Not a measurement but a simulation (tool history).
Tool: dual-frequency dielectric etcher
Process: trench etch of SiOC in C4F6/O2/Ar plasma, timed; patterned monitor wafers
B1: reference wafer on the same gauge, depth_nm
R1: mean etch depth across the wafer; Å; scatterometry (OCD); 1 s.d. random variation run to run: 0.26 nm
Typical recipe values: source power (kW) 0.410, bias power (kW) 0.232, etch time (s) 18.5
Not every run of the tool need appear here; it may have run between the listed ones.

{"run": 1, "hour": 0.0, "source power (kW)": 0.41, "bias power (kW)": 0.232, "etch time (s)": 18.5, "B1": 43.27, "R1": 390.7}
{"run": 2, "hour": 7.1, "source power (kW)": 0.41, "bias power (kW)": 0.232, "etch time (s)": 18.5, "B1": 43.35, "R1": 390.6}
{"run": 3, "hour": 23.7, "source power (kW)": 0.41, "bias power (kW)": 0.232, "etch time (s)": 18.5, "B1": 43.32, "R1": 389.8}
{"run": 4, "hour": 37.2, "source power (kW)": 0.41, "bias power (kW)": 0.232, "etch time (s)": 18.5, "B1": 43.24, "R1": 391.3}
{"hour": 47.4, "done": "gauge calibrated"}
{"run": 5, "hour": 54.6, "source power (kW)": 0.46, "bias power (kW)": 0.232, "etch time (s)": 18.5, "B1": 43.36, "R1": 414.9}
{"run": 6, "hour": 61.5, "source power (kW)": 0.46, "bias power (kW)": 0.232, "etch time (s)": 18.5, "B1": 43.25, "R1": 415.4}
{"hour": 97.2, "done": "upper electrode replaced"}
{"hour": 107.0, "done": "bias power generator calibrated"}
{"hour": 117.0, "done": "wet clean of the chamber"}
{"run": 7, "hour": 117.5, "source power (kW)": 0.45, "bias power (kW)": 0.204, "etch time (s)": 18.5, "B1": 43.25, "R1": 350.5}
{"run": 8, "hour": 117.8, "source power (kW)": 0.45, "bias power (kW)": 0.204, "etch time (s)": 18.5, "B1": 43.31, "R1": 348.0}
{"run": 9, "hour": 118.2, "source power (kW)": 0.41, "bias power (kW)": 0.232, "etch time (s)": 18.5, "B1": 43.36, "R1": 353.1}
{"run": 10, "hour": 118.5, "source power (kW)": 0.41, "bias power (kW)": 0.232, "etch time (s)": 18.5, "B1": 43.27, "R1": 351.7}
{"run": 11, "hour": 118.8, "source power (kW)": 0.47, "bias power (kW)": 0.284, "etch time (s)": 15.0, "B1": 43.28, "R1": 324.8}
{"run": 12, "hour": 125.4, "source power (kW)": 0.31, "bias power (kW)": 0.232, "etch time (s)": 18.5, "B1": 43.25, "R1": 305.3}
{"run": 13, "hour": 138.7, "source power (kW)": 0.41, "bias power (kW)": 0.232, "etch time (s)": 18.5, "B1": 43.32, "R1": 353.4}
{"run": 14, "hour": 151.5, "source power (kW)": 0.41, "bias power (kW)": 0.232, "etch time (s)": 15.0, "B1": 43.26, "R1": 284.6}
{"run": 15, "hour": 167.3, "source power (kW)": 0.31, "bias power (kW)": 0.232, "etch time (s)": 18.5, "B1": 43.3, "R1": 305.9}
{"run": 16, "hour": 175.2, "source power (kW)": 0.47, "bias power (kW)": 0.181, "etch time (s)": 20.0, "B1": 43.29, "R1": 372.4}
{"run": 17, "hour": 184.3, "source power (kW)": 0.41, "bias power (kW)": 0.193, "etch time (s)": 18.5, "B1": 43.17, "R1": 326.2}
{"hour": 216.9, "done": "wet clean of the chamber, repeated, since the last time left the tool worse"}
{"run": 18, "hour": 217.6, "source power (kW)": 0.41, "bias power (kW)": 0.232, "etch time (s)": 18.5, "B1": 43.28, "R1": 373.5}
{"hour": 225.7, "done": "source power generator calibrated"}
{"run": 19, "hour": 229.6, "source power (kW)": 0.41, "bias power (kW)": 0.232, "etch time (s)": 18.5, "B1": 43.31, "R1": 370.9}
{"run": 20, "hour": 236.9, "source power (kW)": 0.49, "bias power (kW)": 0.273, "etch time (s)": 20.5, "B1": 43.38, "R1": 482.9}
{"run": 21, "hour": 254.3, "source power (kW)": 0.41, "bias power (kW)": 0.232, "etch time (s)": 14.5, "B1": 43.39, "R1": 295.6}
{"run": 22, "hour": 271.3, "source power (kW)": 0.36, "bias power (kW)": 0.232, "etch time (s)": 18.5, "B1": 43.33, "R1": 355.2}
{"run": 23, "hour": 286.3, "source power (kW)": 0.41, "bias power (kW)": 0.232, "etch time (s)": 18.5, "B1": 43.27, "R1": 380.5}
{"run": 24, "hour": 299.3, "source power (kW)": 0.41, "bias power (kW)": 0.232, "etch time (s)": 18.5, "B1": 43.35, "R1": 377.6}
{"run": 25, "hour": 310.8, "source power (kW)": 0.34, "bias power (kW)": 0.271, "etch time (s)": 18.5, "B1": 43.29, "R1": 364.1}
{"run": 26, "hour": 323.3, "source power (kW)": 0.33, "bias power (kW)": 0.277, "etch time (s)": 24.0, "B1": 43.27, "R1": 475.7}
{"run": 27, "hour": 338.5, "source power (kW)": 0.38, "bias power (kW)": 0.186, "etch time (s)": 14.0, "B1": 43.25, "R1": 253.1}
{"run": 28, "hour": 352.4, "source power (kW)": 0.41, "bias power (kW)": 0.232, "etch time (s)": 24.0, "B1": 43.26, "R1": 491.6}
{"run": 29, "hour": 367.5, "source power (kW)": 0.41, "bias power (kW)": 0.232, "etch time (s)": 18.5, "B1": 43.35, "R1": 379.9}
{"run": 30, "hour": 378.9, "source power (kW)": 0.33, "bias power (kW)": 0.265, "etch time (s)": 14.0, "B1": 43.33, "R1": 269.8}
{"run": 31, "hour": 391.8, "source power (kW)": 0.41, "bias power (kW)": 0.232, "etch time (s)": 18.5, "B1": 43.27, "R1": 378.0}

Each row is a separate what-if for the run after 31, all from the same tool condition, not one after another. Results?
{"run": "A", "hour": 392.2, "source power (kW)": 0.41, "bias power (kW)": 0.232, "etch time (s)": 18.5, "B1": "?", "R1": "?"}
{"run": "B", "hour": 392.2, "source power (kW)": 0.38, "bias power (kW)": 0.264, "etch time (s)": 21.5, "B1": "?", "R1": "?"}
{"run": "C", "hour": 392.2, "source power (kW)": 0.5, "bias power (kW)": 0.284, "etch time (s)": 15.0, "B1": "?", "R1": "?"}

run=A B1=43.30 R1=378.3
run=B B1=43.30 R1=445.5
run=C B1=43.30 R1=363.5
With no hidden state in the tool, these same runs would have given:
run=A R1=372.9
run=B R1=439.2
run=C R1=358.4

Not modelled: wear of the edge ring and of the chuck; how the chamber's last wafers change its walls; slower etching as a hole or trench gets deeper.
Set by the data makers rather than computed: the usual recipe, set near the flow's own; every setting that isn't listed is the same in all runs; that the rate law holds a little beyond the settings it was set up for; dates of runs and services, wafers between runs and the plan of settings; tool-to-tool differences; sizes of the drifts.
